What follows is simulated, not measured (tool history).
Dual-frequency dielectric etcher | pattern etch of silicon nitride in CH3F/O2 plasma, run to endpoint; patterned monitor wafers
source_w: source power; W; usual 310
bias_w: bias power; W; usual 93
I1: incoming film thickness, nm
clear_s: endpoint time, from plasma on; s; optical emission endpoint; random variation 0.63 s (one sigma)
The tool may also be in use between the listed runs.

Run 1, day 0.000: usual settings but bias_w 81 W; I1 96.8. Result: clear_s 122.2 s.
Run 2, day 2.233: usual settings but bias_w 107 W; I1 96.4. Result: clear_s 107.2 s.
Run 3, day 4.088: usual settings but bias_w 107 W; I1 95.8. Result: clear_s 105.9 s.
At day 6.138: wet clean of the chamber.
Run 4, day 6.158: usual settings but bias_w 107 W; I1 96.3. Result: clear_s 106.6 s.
Run 5, day 7.946: usual settings; I1 96.8. Result: clear_s 113.9 s.
Run 6, day 9.421: usual settings but bias_w 83 W; I1 96.9. Result: clear_s 120.0 s.
Run 7, day 11.083: usual settings but bias_w 83 W; I1 96.1. Result: clear_s 119.4 s.
Run 8, day 13.171: usual settings but source_w 260 W; I1 96.1. Result: clear_s 121.6 s.
Run 9, day 16.167: usual settings but source_w 260 W; I1 97.9. Result: clear_s 123.5 s.
Run 10, day 17.954: usual settings but source_w 260 W; I1 96.9. Result: clear_s 122.9 s.
Run 11, day 20.388: usual settings; I1 96.3. Result: clear_s 114.2 s.
At day 22.388: wet clean of the chamber.
Run 12, day 22.408: usual settings; I1 97.3. Result: clear_s 115.3 s.
Run 13, day 23.292: usual settings; I1 96.5. Result: clear_s 113.5 s.
Run 14, day 25.354: usual settings; I1 97.2. Result: clear_s 114.2 s.
Run 15, day 26.429: usual settings; I1 97.0. Result: clear_s 115.1 s.
At day 28.296: upper electrode replaced.
Run 16, day 28.317: usual settings; I1 96.6. Result: clear_s 114.3 s.
Run 17, day 30.800: usual settings but source_w 360 W, bias_w 81 W; I1 96.5. Result: clear_s 114.9 s.
Run 18, day 32.867: usual settings; I1 95.6. Result: clear_s 112.0 s.
Run 19, day 35.625: usual settings; I1 97.2. Result: clear_s 115.5 s.
Run 20, day 37.333: usual settings; I1 96.6. Result: clear_s 114.0 s.
At day 38.467: source power generator calibrated.
At day 38.896: wet clean of the chamber.
At day 44.475: bias power generator calibrated.
Run 21, day 44.842: usual settings but bias_w 107 W; I1 96.9. Result: clear_s 107.7 s.
Run 22, day 46.892: usual settings but source_w 240 W, bias_w 80 W; I1 96.8. Result: clear_s 137.0 s.
Run 23, day 49.138: usual settings but source_w 270 W, bias_w 104 W; I1 96.4. Result: clear_s 114.8 s.
Run 24, day 52.633: usual settings but source_w 370 W, bias_w 101 W; I1 96.7. Result: clear_s 102.0 s.
Run 25, day 54.633: usual settings but bias_w 110 W; I1 96.6. Result: clear_s 104.7 s.
At day 56.333: wet clean of the chamber.
Run 26, day 56.575: usual settings but bias_w 72 W; I1 96.2. Result: clear_s 129.2 s.
Run 27, day 58.912: usual settings but source_w 270 W, bias_w 72 W; I1 96.2. Result: clear_s 137.0 s.
Run 28, day 61.392: usual settings; I1 97.1. Result: clear_s 113.9 s.
Run 29, day 63.850: usual settings but bias_w 99 W; I1 96.4. Result: clear_s 110.5 s.
Run 30, day 65.325: usual settings; I1 97.8. Result: clear_s 116.4 s.
Run 31, day 67.975: usual settings but source_w 280 W, bias_w 103 W; I1 97.0. Result: clear_s 113.7 s.
Run 32, day 69.058: usual settings but source_w 240 W; I1 97.2. Result: clear_s 127.6 s.
Run 33, day 70.121: usual settings; I1 96.1. Result: clear_s 113.3 s.
Run 34, day 71.542: usual settings but source_w 370 W, bias_w 108 W; I1 96.8. Result: clear_s 99.5 s.
Run 35, day 73.467: usual settings but source_w 350 W; I1 96.8. Result: clear_s 108.1 s.
Run 36, day 74.612: usual settings but source_w 350 W, bias_w 113 W; I1 96.2. Result: clear_s 99.4 s.

The tool's hidden state at each run:
etch rate over this chamber's usual, %: 0 in every run
source power that arrives over what is set, %: 0 in every run
bias power that arrives over what is set, %: 0 in every run
